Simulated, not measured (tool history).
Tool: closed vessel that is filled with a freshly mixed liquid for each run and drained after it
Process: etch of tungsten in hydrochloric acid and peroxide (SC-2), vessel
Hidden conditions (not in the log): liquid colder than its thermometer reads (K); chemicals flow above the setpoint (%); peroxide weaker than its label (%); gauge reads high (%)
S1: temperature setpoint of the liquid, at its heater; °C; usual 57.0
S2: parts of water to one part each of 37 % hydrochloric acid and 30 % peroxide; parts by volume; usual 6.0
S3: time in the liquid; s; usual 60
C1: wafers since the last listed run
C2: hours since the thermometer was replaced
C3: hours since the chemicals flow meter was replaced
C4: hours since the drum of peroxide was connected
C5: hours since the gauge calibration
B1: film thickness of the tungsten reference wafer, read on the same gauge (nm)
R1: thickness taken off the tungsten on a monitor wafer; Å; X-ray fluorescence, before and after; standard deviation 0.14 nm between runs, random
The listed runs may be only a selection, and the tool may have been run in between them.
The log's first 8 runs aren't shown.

Run 9, hour 573.3: usual settings; C1 9002; C2 1124.5; C3 712.7; C4 1364.3; C5 663.5; B1 109.98. Result: R1 271.7 Å.
Run 10, hour 611.9: usual settings but S2 5.5 parts by volume; C1 5007; C2 1163.1; C3 751.3; C4 1402.9; C5 702.1; B1 109.99. Result: R1 286.9 Å.
At hour 625.7: new drum of peroxide connected.
Run 11, hour 705.0: usual settings but S2 5.5 parts by volume; C1 11947; C2 1256.2; C3 844.4; C4 79.3; C5 795.2; B1 110.02. Result: R1 301.2 Å.
At hour 749.7: thermometer replaced.
Run 12, hour 805.9: usual settings but S2 5.5 parts by volume; C1 12959; C2 56.2; C3 945.3; C4 180.2; C5 896.1; B1 109.99. Result: R1 306.2 Å.
Run 13, hour 871.3: usual settings; C1 8483; C2 121.6; C3 1010.7; C4 245.6; C5 961.5; B1 110.01. Result: R1 283.0 Å.
Run 14, hour 916.2: usual settings but S3 75 s; C1 5824; C2 166.5; C3 1055.6; C4 290.5; C5 1006.4; B1 110.02. Result: R1 353.5 Å.
Run 15, hour 1016.1: usual settings but S2 8.0 parts by volume; C1 12959; C2 266.4; C3 1155.5; C4 390.4; C5 1106.3; B1 109.98. Result: R1 224.4 Å.
Run 16, hour 1061.7: usual settings; C1 5915; C2 312.0; C3 1201.1; C4 436.0; C5 1151.9; B1 110.01. Result: R1 279.1 Å.
Run 17, hour 1111.4: usual settings but S2 9.0 parts by volume, S3 85 s; C1 6447; C2 361.7; C3 1250.8; C4 485.7; C5 1201.6; B1 110.00. Result: R1 286.8 Å.
Run 18, hour 1200.0: usual settings but S1 52.0 °C, S3 90 s; C1 11493; C2 450.3; C3 1339.4; C4 574.3; C5 1290.2; B1 109.99. Result: R1 302.6 Å.
Run 19, hour 1305.2: usual settings; C1 13646; C2 555.5; C3 1444.6; C4 679.5; C5 1395.4; B1 109.99. Result: R1 277.9 Å.
Run 20, hour 1347.5: usual settings; C1 5487; C2 597.8; C3 1486.9; C4 721.8; C5 1437.7; B1 110.01. Result: R1 279.0 Å.
At hour 1373.4: chemicals flow meter replaced.
Run 21, hour 1415.6: usual settings but S1 47.5 °C, S2 8.5 parts by volume; C1 8704; C2 665.9; C3 42.2; C4 789.9; C5 1505.8; B1 109.94. Result: R1 112.8 Å.
Run 22, hour 1520.3: usual settings; C1 13581; C2 770.6; C3 146.9; C4 894.6; C5 1610.5; B1 110.00. Result: R1 276.5 Å.
Run 23, hour 1609.2: usual settings but S1 52.5 °C, S2 8.5 parts by volume; C1 11532; C2 859.5; C3 235.8; C4 983.5; C5 1699.4; B1 109.99. Result: R1 156.3 Å.
At hour 1760.8: gauge calibrated.
Run 24, hour 1837.1: usual settings but S1 47.5 °C, S2 8.5 parts by volume; C1 29563; C2 1087.4; C3 463.7; C4 1211.4; C5 76.3; B1 109.99. Result: R1 111.2 Å.
Run 25, hour 1941.9: usual settings but S1 60.5 °C, S2 4.0 parts by volume, S3 90 s; C1 13594; C2 1192.2; C3 568.5; C4 1316.2; C5 181.1; B1 109.97. Result: R1 679.6 Å.
Run 26, hour 2038.1: usual settings but S1 65.0 °C, S3 50 s; C1 12479; C2 1288.4; C3 664.7; C4 1412.4; C5 277.3; B1 110.00. Result: R1 370.8 Å.
At hour 2092.0: new drum of peroxide connected.
Run 27, hour 2111.3: usual settings; C1 9365; C2 1361.6; C3 737.9; C4 19.3; C5 350.5; B1 109.99. Result: R1 283.7 Å.
Run 28, hour 2160.9: usual settings; C1 6434; C2 1411.2; C3 787.5; C4 68.9; C5 400.1; B1 110.01. Result: R1 284.3 Å.
Run 29, hour 2252.8: usual settings but S3 45 s; C1 11921; C2 1503.1; C3 879.4; C4 160.8; C5 492.0; B1 110.01. Result: R1 210.9 Å.
Run 30, hour 2341.8: usual settings but S1 54.5 °C, S3 70 s; C1 11545; C2 1592.1; C3 968.4; C4 249.8; C5 581.0; B1 110.00. Result: R1 279.0 Å.

Below are 4 alternative next runs, each starting from the tool's condition after run 30. Predict each:
Run A, hour 2342.5: usual settings but S1 52.0 °C; C1 90; C2 1592.8; C3 969.1; C4 250.5; C5 581.7; B1 ?. Result: R1 ?.
Run B, hour 2342.5: usual settings but S1 48.0 °C, S2 4.0 parts by volume, S3 90 s; C1 90; C2 1592.8; C3 969.1; C4 250.5; C5 581.7; B1 ?. Result: R1 ?.
Run C, hour 2342.5: usual settings but S2 5.0 parts by volume; C1 90; C2 1592.8; C3 969.1; C4 250.5; C5 581.7; B1 ?. Result: R1 ?.
Run D, hour 2342.5: usual settings but S1 53.5 °C, S2 4.0 parts by volume; C1 90; C2 1592.8; C3 969.1; C4 250.5; C5 581.7; B1 ?. Result: R1 ?.

run      B1     R1
  A  109.99  203.1
  B  109.99  311.4
  C  109.99  321.2
  D  109.99  299.1
Without the tool's unlogged condition, the same runs would have read:
run     R1
  A  206.6
  B  316.5
  C  326.6
  D  304.0
